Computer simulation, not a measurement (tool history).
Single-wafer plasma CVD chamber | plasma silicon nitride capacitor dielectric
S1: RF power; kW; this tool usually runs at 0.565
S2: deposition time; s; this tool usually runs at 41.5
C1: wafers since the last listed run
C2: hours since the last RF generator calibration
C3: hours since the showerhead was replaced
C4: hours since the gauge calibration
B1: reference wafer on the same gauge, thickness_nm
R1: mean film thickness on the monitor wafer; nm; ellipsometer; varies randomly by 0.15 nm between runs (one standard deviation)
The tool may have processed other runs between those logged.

Run 1, hour 0: usual settings but S1 0.485 kW; C1 0; C2 223.2; C3 2878.4; C4 587.3; B1 57.165. Result: R1 57.629 nm.
Run 2, hour 16.9: usual settings but S2 36.1 s; C1 472; C2 240.1; C3 2895.3; C4 604.2; B1 57.184. Result: R1 51.955 nm.
Run 3, hour 44.7: usual settings but S2 36.1 s; C1 777; C2 267.9; C3 2923.1; C4 632; B1 57.22. Result: R1 51.947 nm.
Run 4, hour 70.3: usual settings but S1 0.605 kW; C1 715; C2 293.5; C3 2948.7; C4 657.6; B1 57.193. Result: R1 60.091 nm.
Run 5, hour 105.9: usual settings but S2 35.9 s; C1 995; C2 329.1; C3 2984.3; C4 693.2; B1 57.193. Result: R1 51.333 nm.
Run 6, hour 136.8: usual settings but S2 35.9 s; C1 864; C2 360; C3 3015.2; C4 724.1; B1 57.21. Result: R1 51.559 nm.
Run 7, hour 169: usual settings but S2 35.9 s; C1 900; C2 392.2; C3 3047.4; C4 756.3; B1 57.196. Result: R1 51.302 nm.
Run 8, hour 202.2: usual settings but S1 0.525 kW, S2 46.9 s; C1 928; C2 425.4; C3 3080.6; C4 789.5; B1 57.232. Result: R1 66.128 nm.
Run 9, hour 224.8: usual settings but S1 0.525 kW, S2 46.9 s; C1 632; C2 448; C3 3103.2; C4 812.1; B1 57.184. Result: R1 66.029 nm.
Run 10, hour 244.9: usual settings; C1 562; C2 468.1; C3 3123.3; C4 832.2; B1 57.217. Result: R1 59.269 nm.
Run 11, hour 262.3: usual settings; C1 486; C2 485.5; C3 3140.7; C4 849.6; B1 57.206. Result: R1 59.474 nm.
Run 12, hour 296.8: usual settings; C1 964; C2 520; C3 3175.2; C4 884.1; B1 57.204. Result: R1 59.253 nm.
Run 13, hour 317.7: usual settings; C1 584; C2 540.9; C3 3196.1; C4 905; B1 57.225. Result: R1 58.876 nm.
Run 14, hour 340.8: usual settings but S1 0.64 kW; C1 646; C2 564; C3 3219.2; C4 928.1; B1 57.202. Result: R1 60.755 nm.
Run 15, hour 362.6: usual settings but S1 0.64 kW; C1 609; C2 585.8; C3 3241; C4 949.9; B1 57.2. Result: R1 61.068 nm.
Run 16, hour 392: usual settings; C1 822; C2 615.2; C3 3270.4; C4 979.3; B1 57.191. Result: R1 59.204 nm.
Run 17, hour 420.8: usual settings; C1 805; C2 644; C3 3299.2; C4 1008.1; B1 57.19. Result: R1 59.351 nm.
At hour 433.5: gauge calibrated.
Run 18, hour 456.4: usual settings but S2 44.5 s; C1 995; C2 679.6; C3 3334.8; C4 22.9; B1 57.202. Result: R1 63.712 nm.
Run 19, hour 476.4: usual settings but S1 0.635 kW; C1 559; C2 699.6; C3 3354.8; C4 42.9; B1 57.2. Result: R1 61.062 nm.
Run 20, hour 507.5: usual settings but S1 0.635 kW; C1 869; C2 730.7; C3 3385.9; C4 74; B1 57.212. Result: R1 60.941 nm.
Run 21, hour 536.2: usual settings; C1 802; C2 759.4; C3 3414.6; C4 102.7; B1 57.189. Result: R1 59.046 nm.
Run 22, hour 608.3: usual settings but S1 0.525 kW, S2 46.9 s; C1 2016; C2 831.5; C3 3486.7; C4 174.8; B1 57.192. Result: R1 65.913 nm.
Run 23, hour 639.5: usual settings but S1 0.605 kW, S2 46.9 s; C1 872; C2 862.7; C3 3517.9; C4 206; B1 57.208. Result: R1 67.803 nm.
Run 24, hour 653: usual settings but S1 0.625 kW, S2 38.7 s; C1 377; C2 876.2; C3 3531.4; C4 219.5; B1 57.197. Result: R1 56.365 nm.
At hour 687.5: RF generator calibrated.
Run 25, hour 688: usual settings but S2 47.4 s; C1 755; C2 0.5; C3 3566.4; C4 254.5; B1 57.231. Result: R1 68.766 nm.
Run 26, hour 725.7: usual settings but S1 0.655 kW, S2 33.3 s; C1 1054; C2 38.2; C3 3604.1; C4 292.2; B1 57.201. Result: R1 49.898 nm.
At hour 753.4: showerhead replaced.
Run 27, hour 753.9: usual settings but S1 0.605 kW, S2 47 s; C1 564; C2 66.4; C3 0.5; C4 320.4; B1 57.2. Result: R1 69.13 nm.
Run 28, hour 822: usual settings; C1 1904; C2 134.5; C3 68.6; C4 388.5; B1 57.192. Result: R1 59.78 nm.
Run 29, hour 838.3: usual settings but S1 0.62 kW, S2 37.5 s; C1 455; C2 150.8; C3 84.9; C4 404.8; B1 57.192. Result: R1 55.265 nm.
Run 30, hour 868.8: usual settings but S1 0.525 kW, S2 46.9 s; C1 852; C2 181.3; C3 115.4; C4 435.3; B1 57.221. Result: R1 66.689 nm.
Run 31, hour 953.7: usual settings; C1 2374; C2 266.2; C3 200.3; C4 520.2; B1 57.196. Result: R1 59.516 nm.
Run 32, hour 969.6: usual settings but S1 0.67 kW; C1 444; C2 282.1; C3 216.2; C4 536.1; B1 57.2. Result: R1 62.002 nm.
Run 33, hour 988.3: usual settings but S1 0.645 kW, S2 48.5 s; C1 522; C2 300.8; C3 234.9; C4 554.8; B1 57.226. Result: R1 71.541 nm.
Run 34, hour 1015: usual settings but S2 33.5 s; C1 746; C2 327.5; C3 261.6; C4 581.5; B1 57.215. Result: R1 47.878 nm.
Run 35, hour 1040: usual settings but S1 0.475 kW; C1 699; C2 352.5; C3 286.6; C4 606.5; B1 57.191. Result: R1 57.147 nm.
Run 36, hour 1074: usual settings; C1 950; C2 386.5; C3 320.6; C4 640.5; B1 57.22. Result: R1 59.135 nm.
Run 37, hour 1094.8: usual settings but S1 0.61 kW, S2 48.6 s; C1 581; C2 407.3; C3 341.4; C4 661.3; B1 57.207. Result: R1 70.566 nm.
Run 38, hour 1117.5: usual settings; C1 634; C2 430; C3 364.1; C4 684; B1 57.18. Result: R1 59.167 nm.
Run 39, hour 1147.8: usual settings but S1 0.505 kW, S2 43.8 s; C1 847; C2 460.3; C3 394.4; C4 714.3; B1 57.198. Result: R1 61.013 nm.
Run 40, hour 1173: usual settings but S1 0.665 kW, S2 37.2 s; C1 704; C2 485.5; C3 419.6; C4 739.5; B1 57.164. Result: R1 55.086 nm.
Run 41, hour 1199.4: usual settings but S1 0.625 kW, S2 34.2 s; C1 738; C2 511.9; C3 446; C4 765.9; B1 57.211. Result: R1 49.926 nm.
Run 42, hour 1217.5: usual settings but S1 0.5 kW; C1 506; C2 530; C3 464.1; C4 784; B1 57.208. Result: R1 57.412 nm.
Run 43, hour 1250.2: usual settings but S1 0.49 kW, S2 38.8 s; C1 914; C2 562.7; C3 496.8; C4 816.7; B1 57.2. Result: R1 53.618 nm.
Run 44, hour 1280.7: usual settings but S1 0.51 kW, S2 37.4 s; C1 852; C2 593.2; C3 527.3; C4 847.2; B1 57.212. Result: R1 52.449 nm.
Run 45, hour 1311.1: usual settings; C1 850; C2 623.6; C3 557.7; C4 877.6; B1 57.188. Result: R1 59.002 nm.

Results for each run, recomputed without the tool's hidden state and with each run's random variation untouched:
Hidden conditions of the tool in this case: delivered RF power above the setpoint (%); gauge reads high (%).
run      R1
  1  58.266
  2  52.556
  3   52.59
  4  60.875
  5  52.046
  6  52.308
  7  52.078
  8  67.165
  9  67.086
 10  60.235
 11  60.457
 12  60.257
 13  59.886
 14  61.811
 15  62.142
 16   60.26
 17  60.422
 18  64.877
 19  62.186
 20  62.073
 21  60.151
 22  67.167
 23    69.1
 24  57.445
 25  68.867
 26  50.094
 27  69.515
 28  60.314
 29  55.797
 30  67.411
 31  60.324
 32   62.87
 33  72.577
 34  48.601
 35   58.04
 36  60.098
 37  71.741
 38  60.173
 39  62.078
 40  56.065
 41  50.829
 42  58.463
 43  54.618
 44  53.441
 45  60.133
